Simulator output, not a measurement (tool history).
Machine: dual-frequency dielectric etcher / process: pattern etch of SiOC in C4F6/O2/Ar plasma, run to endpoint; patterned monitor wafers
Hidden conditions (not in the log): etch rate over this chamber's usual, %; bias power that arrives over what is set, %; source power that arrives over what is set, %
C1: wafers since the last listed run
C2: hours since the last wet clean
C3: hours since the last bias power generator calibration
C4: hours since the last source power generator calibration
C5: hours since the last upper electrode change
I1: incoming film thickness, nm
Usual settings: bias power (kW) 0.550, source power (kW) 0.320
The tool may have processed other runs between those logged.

{"run": 1, "hour": 0.0, "bias power (kW)": 0.55, "source power (kW)": 0.32, "C1": 0, "C2": 402.0, "C3": 2121.7, "C4": 4847.3, "C5": 4399.6, "I1": 40.27, "endpoint time (s)": 12.5}
{"run": 2, "hour": 9.2, "bias power (kW)": 0.55, "source power (kW)": 0.32, "C1": 133, "C2": 411.2, "C3": 2130.9, "C4": 4856.5, "C5": 4408.8, "I1": 40.4, "endpoint time (s)": 12.5}
{"run": 3, "hour": 17.6, "bias power (kW)": 0.55, "source power (kW)": 0.32, "C1": 121, "C2": 419.6, "C3": 2139.3, "C4": 4864.9, "C5": 4417.2, "I1": 40.34, "endpoint time (s)": 12.5}
{"run": 4, "hour": 31.4, "bias power (kW)": 0.504, "source power (kW)": 0.37, "C1": 200, "C2": 433.4, "C3": 2153.1, "C4": 4878.7, "C5": 4431.0, "I1": 40.41, "endpoint time (s)": 12.2}
{"run": 5, "hour": 48.0, "bias power (kW)": 0.504, "source power (kW)": 0.37, "C1": 240, "C2": 450.0, "C3": 2169.7, "C4": 4895.3, "C5": 4447.6, "I1": 40.45, "endpoint time (s)": 12.3}
{"run": 6, "hour": 63.9, "bias power (kW)": 0.512, "source power (kW)": 0.32, "C1": 230, "C2": 465.9, "C3": 2185.6, "C4": 4911.2, "C5": 4463.5, "I1": 40.52, "endpoint time (s)": 12.8}
{"hour": 74.8, "done": "bias power generator calibrated"}
{"run": 7, "hour": 76.0, "bias power (kW)": 0.512, "source power (kW)": 0.32, "C1": 117, "C2": 478.0, "C3": 1.2, "C4": 4923.3, "C5": 4475.6, "I1": 40.67, "endpoint time (s)": 12.9}
{"run": 8, "hour": 82.0, "bias power (kW)": 0.512, "source power (kW)": 0.32, "C1": 87, "C2": 484.0, "C3": 7.2, "C4": 4929.3, "C5": 4481.6, "I1": 40.36, "endpoint time (s)": 12.8}
{"run": 9, "hour": 88.7, "bias power (kW)": 0.55, "source power (kW)": 0.32, "C1": 97, "C2": 490.7, "C3": 13.9, "C4": 4936.0, "C5": 4488.3, "I1": 40.59, "endpoint time (s)": 12.4}
{"hour": 96.6, "done": "source power generator calibrated"}
{"run": 10, "hour": 97.0, "bias power (kW)": 0.515, "source power (kW)": 0.4, "C1": 62, "C2": 499.0, "C3": 22.2, "C4": 0.4, "C5": 4496.6, "I1": 40.89, "endpoint time (s)": 11.9}
{"hour": 132.8, "done": "upper electrode replaced"}
{"hour": 142.7, "done": "wet clean of the chamber"}
{"run": 11, "hour": 143.2, "bias power (kW)": 0.676, "source power (kW)": 0.37, "C1": 177, "C2": 0.5, "C3": 68.4, "C4": 46.6, "C5": 10.4, "I1": 40.69, "endpoint time (s)": 11.5}
{"run": 12, "hour": 143.5, "bias power (kW)": 0.55, "source power (kW)": 0.32, "C1": 4, "C2": 0.8, "C3": 68.7, "C4": 46.9, "C5": 10.7, "I1": 40.59, "endpoint time (s)": 13.1}
{"run": 13, "hour": 143.8, "bias power (kW)": 0.479, "source power (kW)": 0.24, "C1": 4, "C2": 1.1, "C3": 69.0, "C4": 47.2, "C5": 11.0, "I1": 40.17, "endpoint time (s)": 15.1}
{"run": 14, "hour": 146.5, "bias power (kW)": 0.55, "source power (kW)": 0.32, "C1": 39, "C2": 3.8, "C3": 71.7, "C4": 49.9, "C5": 13.7, "I1": 40.66, "endpoint time (s)": 13.1}
{"run": 15, "hour": 162.7, "bias power (kW)": 0.452, "source power (kW)": 0.26, "C1": 234, "C2": 20.0, "C3": 87.9, "C4": 66.1, "C5": 29.9, "I1": 40.66, "endpoint time (s)": 15.1}
{"run": 16, "hour": 172.5, "bias power (kW)": 0.501, "source power (kW)": 0.35, "C1": 142, "C2": 29.8, "C3": 97.7, "C4": 75.9, "C5": 39.7, "I1": 40.7, "endpoint time (s)": 13.0}
{"run": 17, "hour": 182.3, "bias power (kW)": 0.594, "source power (kW)": 0.25, "C1": 142, "C2": 39.6, "C3": 107.5, "C4": 85.7, "C5": 49.5, "I1": 40.66, "endpoint time (s)": 13.8}
{"run": 18, "hour": 195.0, "bias power (kW)": 0.55, "source power (kW)": 0.35, "C1": 184, "C2": 52.3, "C3": 120.2, "C4": 98.4, "C5": 62.2, "I1": 40.43, "endpoint time (s)": 12.6}
{"run": 19, "hour": 209.4, "bias power (kW)": 0.622, "source power (kW)": 0.32, "C1": 208, "C2": 66.7, "C3": 134.6, "C4": 112.8, "C5": 76.6, "I1": 40.59, "endpoint time (s)": 12.4}

Selected run-to-run steps in endpoint time (s), each split into two signed amounts: the part the tool would show with no hidden state at all (from settings, incoming material and random variation), and the remainder, which goes to the hidden state together with any gauge scatter not common to the measured and the hidden-state-free results:
Run 10 -> 11: bias power (kW) 0.515 -> 0.676, source power (kW) 0.400 -> 0.370, upper electrode replaced, wet clean of the chamber. endpoint time (s) -0.4: hidden state +0.6, all else -1.0.
Run 15 -> 16: bias power (kW) 0.452 -> 0.501, source power (kW) 0.260 -> 0.350. endpoint time (s) -2.1: hidden state -0.1, all else -2.0.
